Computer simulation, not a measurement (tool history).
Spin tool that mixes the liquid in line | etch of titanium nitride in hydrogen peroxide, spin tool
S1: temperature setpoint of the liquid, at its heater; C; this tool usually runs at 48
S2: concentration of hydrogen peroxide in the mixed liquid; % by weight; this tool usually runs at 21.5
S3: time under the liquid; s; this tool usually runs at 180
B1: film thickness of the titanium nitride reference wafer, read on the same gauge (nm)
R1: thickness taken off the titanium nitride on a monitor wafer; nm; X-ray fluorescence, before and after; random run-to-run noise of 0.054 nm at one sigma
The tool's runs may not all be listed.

Run 1, hour 0: usual settings; B1 100. Result: R1 12.2 nm.
Run 2, hour 20.1: usual settings but S1 44 C; B1 99.99. Result: R1 9.11 nm.
Run 3, hour 56.1: usual settings but S1 44 C; B1 100.02. Result: R1 9.02 nm.
Run 4, hour 84.5: usual settings but S3 155 s; B1 99.98. Result: R1 10.44 nm.
Run 5, hour 113.4: usual settings; B1 99.98. Result: R1 12.12 nm.
Run 6, hour 137.5: usual settings; B1 100. Result: R1 12.13 nm.
Run 7, hour 169.6: usual settings; B1 99.98. Result: R1 12.08 nm.
At hour 206.3: thermometer replaced.
At hour 216.5: new drum of peroxide connected.
Run 8, hour 218.1: usual settings; B1 100.02. Result: R1 12.04 nm.
At hour 236.9: gauge calibrated.
Run 9, hour 250.6: usual settings; B1 99.98. Result: R1 12.01 nm.
Run 10, hour 275.6: usual settings; B1 100. Result: R1 12.11 nm.
Run 11, hour 287.6: usual settings; B1 100. Result: R1 12.15 nm.
At hour 300.7: peroxide flow meter replaced.
Run 12, hour 304.1: usual settings but S1 43 C, S3 115 s; B1 99.99. Result: R1 5.28 nm.
Run 13, hour 318.4: usual settings; B1 100. Result: R1 11.96 nm.
Run 14, hour 331.3: usual settings; B1 100. Result: R1 12.02 nm.
Run 15, hour 353: usual settings but S1 54 C, S2 24.5 % by weight; B1 100. Result: R1 19.03 nm.
Run 16, hour 379: usual settings but S3 260 s; B1 99.99. Result: R1 17.29 nm.
Run 17, hour 393.1: usual settings but S1 53.5 C, S2 26.5 % by weight, S3 230 s; B1 100.02. Result: R1 23.9 nm.
Run 18, hour 416.6: usual settings; B1 100. Result: R1 12.02 nm.
At hour 419.4: heated supply line repaired.
Run 19, hour 433: usual settings but S1 50.5 C, S3 255 s; B1 100.02. Result: R1 21.93 nm.
Run 20, hour 459: usual settings but S2 19 % by weight, S3 135 s; B1 99.98. Result: R1 9.43 nm.
Run 21, hour 474.4: usual settings but S1 56 C; B1 99.99. Result: R1 22.85 nm.
Run 22, hour 494.3: usual settings but S1 44.5 C, S2 16 % by weight, S3 130 s; B1 100. Result: R1 6.73 nm.
Run 23, hour 522: usual settings but S3 250 s; B1 100. Result: R1 17.77 nm.
Run 24, hour 537.8: usual settings but S1 41.5 C; B1 99.99. Result: R1 7.96 nm.
Run 25, hour 573.6: usual settings but S1 52.5 C; B1 100.01. Result: R1 17.82 nm.

Predict each of these 4 candidate next runs independently; none follows another, all start after run 25:
Run A, hour 574.1: usual settings; B1 ?. Result: R1 ?.
Run B, hour 574.1: usual settings but S1 39 C, S2 16.5 % by weight, S3 280 s; B1 ?. Result: R1 ?.
Run C, hour 574.1: usual settings but S1 53.5 C, S2 27.5 % by weight; B1 ?. Result: R1 ?.
Run D, hour 574.1: usual settings but S2 17.5 % by weight, S3 270 s; B1 ?. Result: R1 ?.

run     B1     R1
  A  99.99  12.84
  B  99.99   9.59
  C  99.99  20.13
  D  99.99  18.44
What these runs would have given with no unlogged condition in the tool:
run     R1
  A     13
  B   9.71
  C  20.38
  D  18.67
